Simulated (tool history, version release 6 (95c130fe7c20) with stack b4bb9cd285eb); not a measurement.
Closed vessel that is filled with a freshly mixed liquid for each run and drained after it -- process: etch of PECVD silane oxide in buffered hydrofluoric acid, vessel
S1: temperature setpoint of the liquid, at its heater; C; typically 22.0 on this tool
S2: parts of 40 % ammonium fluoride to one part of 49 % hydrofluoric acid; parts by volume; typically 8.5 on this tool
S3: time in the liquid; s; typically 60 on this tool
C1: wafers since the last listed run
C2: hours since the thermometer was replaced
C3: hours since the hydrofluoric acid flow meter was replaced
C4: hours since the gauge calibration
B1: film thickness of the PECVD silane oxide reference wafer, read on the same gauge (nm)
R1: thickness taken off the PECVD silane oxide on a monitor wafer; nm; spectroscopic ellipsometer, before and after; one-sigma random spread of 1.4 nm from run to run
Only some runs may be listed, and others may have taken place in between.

run,hour,S1,S2,S3,C1,C2,C3,C4,B1,R1
1,0.0,18.5,6.0,60,0,1133.9,558.2,3688.1,140.00,175.58
# hour 1.6: thermometer replaced
2,36.5,22.0,8.5,60,5145,34.9,594.7,3724.6,140.02,142.81
3,88.7,22.0,8.5,60,7566,87.1,646.9,3776.8,139.99,141.60
4,137.2,23.5,8.5,60,7029,135.6,695.4,3825.3,139.99,152.54
5,225.1,22.0,8.5,60,12740,223.5,783.3,3913.2,140.01,141.04
# hour 232.8: hydrofluoric acid flow meter replaced
# hour 243.0: gauge calibrated
6,284.4,22.0,8.5,60,8450,282.8,51.6,41.4,140.01,140.91
7,365.5,22.0,8.5,60,11755,363.9,132.7,122.5,140.01,140.46
8,414.3,22.0,8.5,60,7073,412.7,181.5,171.3,140.03,137.15
9,495.7,24.5,9.5,50,11798,494.1,262.9,252.7,140.02,120.19
# hour 554.9: thermometer replaced, repeated, since the last time left the tool worse
10,598.7,22.0,8.5,80,14784,43.8,365.9,355.7,140.01,218.88
11,680.5,22.0,10.0,90,11856,125.6,447.7,437.5,139.97,213.91
12,754.9,18.0,8.5,60,10783,200.0,522.1,511.9,139.98,129.80
13,820.7,26.0,11.5,85,9537,265.8,587.9,577.7,139.99,215.72
14,915.1,22.0,10.0,70,13682,360.2,682.3,672.1,140.00,161.35
15,976.2,20.0,11.5,90,8856,421.3,743.4,733.2,140.00,162.26
# hour 1003.4: hydrofluoric acid flow meter replaced
16,1273.0,26.5,8.5,30,42874,718.1,269.6,1030.0,140.02,99.18
17,1321.6,18.0,8.5,75,7044,766.7,318.2,1078.6,139.99,156.36
18,1363.0,22.0,8.5,60,6000,808.1,359.6,1120.0,139.98,154.83
19,1428.8,20.5,8.5,60,9537,873.9,425.4,1185.8,139.98,141.17
20,1467.8,26.0,11.5,85,5652,912.9,464.4,1224.8,140.02,207.96
21,1506.0,24.0,10.0,70,5536,951.1,502.6,1263.0,140.00,173.96
22,1543.7,22.0,8.5,45,5464,988.8,540.3,1300.7,139.98,115.72
23,1587.3,25.0,7.5,35,6319,1032.4,583.9,1344.3,139.97,119.00
24,1650.5,22.0,10.5,60,9160,1095.6,647.1,1407.5,140.03,124.45
# hour 1743.2: hydrofluoric acid flow meter replaced
25,1758.4,22.0,8.5,60,15494,1203.5,15.2,1515.4,140.01,151.42
26,1797.5,22.0,8.5,60,5667,1242.6,54.3,1554.5,140.02,150.44
27,1897.0,22.0,7.0,60,14422,1342.1,153.8,1654.0,140.02,183.35
# hour 1966.8: thermometer replaced
28,1976.4,25.0,8.5,70,11363,9.6,233.2,1733.4,139.97,226.69
29,2073.9,22.0,7.5,60,14132,107.1,330.7,1830.9,140.03,184.82
30,2143.1,22.0,8.5,60,10030,176.3,399.9,1900.1,140.01,162.64
31,2217.5,22.0,6.5,60,10783,250.7,474.3,1974.5,140.02,209.38
32,2295.3,25.0,8.5,60,11276,328.5,552.1,2052.3,140.02,190.06

Predict each of these 4 candidate next runs independently; none follows another, all start after run 32:
A,2296.0,22.0,12.0,60,101,329.2,552.8,2053.0,?,?
B,2296.0,20.0,6.0,70,101,329.2,552.8,2053.0,?,?
C,2296.0,26.5,11.5,40,101,329.2,552.8,2053.0,?,?
D,2296.0,22.0,11.0,80,101,329.2,552.8,2053.0,?,?

run,B1,R1
A,140.00,117.34
B,140.00,234.57
C,140.00,104.29
D,140.00,170.34
The same runs, with their run-to-run variation unchanged, on a tool lacking any hidden condition would have given:
run,R1
A,120.97
B,241.91
C,107.42
D,175.60

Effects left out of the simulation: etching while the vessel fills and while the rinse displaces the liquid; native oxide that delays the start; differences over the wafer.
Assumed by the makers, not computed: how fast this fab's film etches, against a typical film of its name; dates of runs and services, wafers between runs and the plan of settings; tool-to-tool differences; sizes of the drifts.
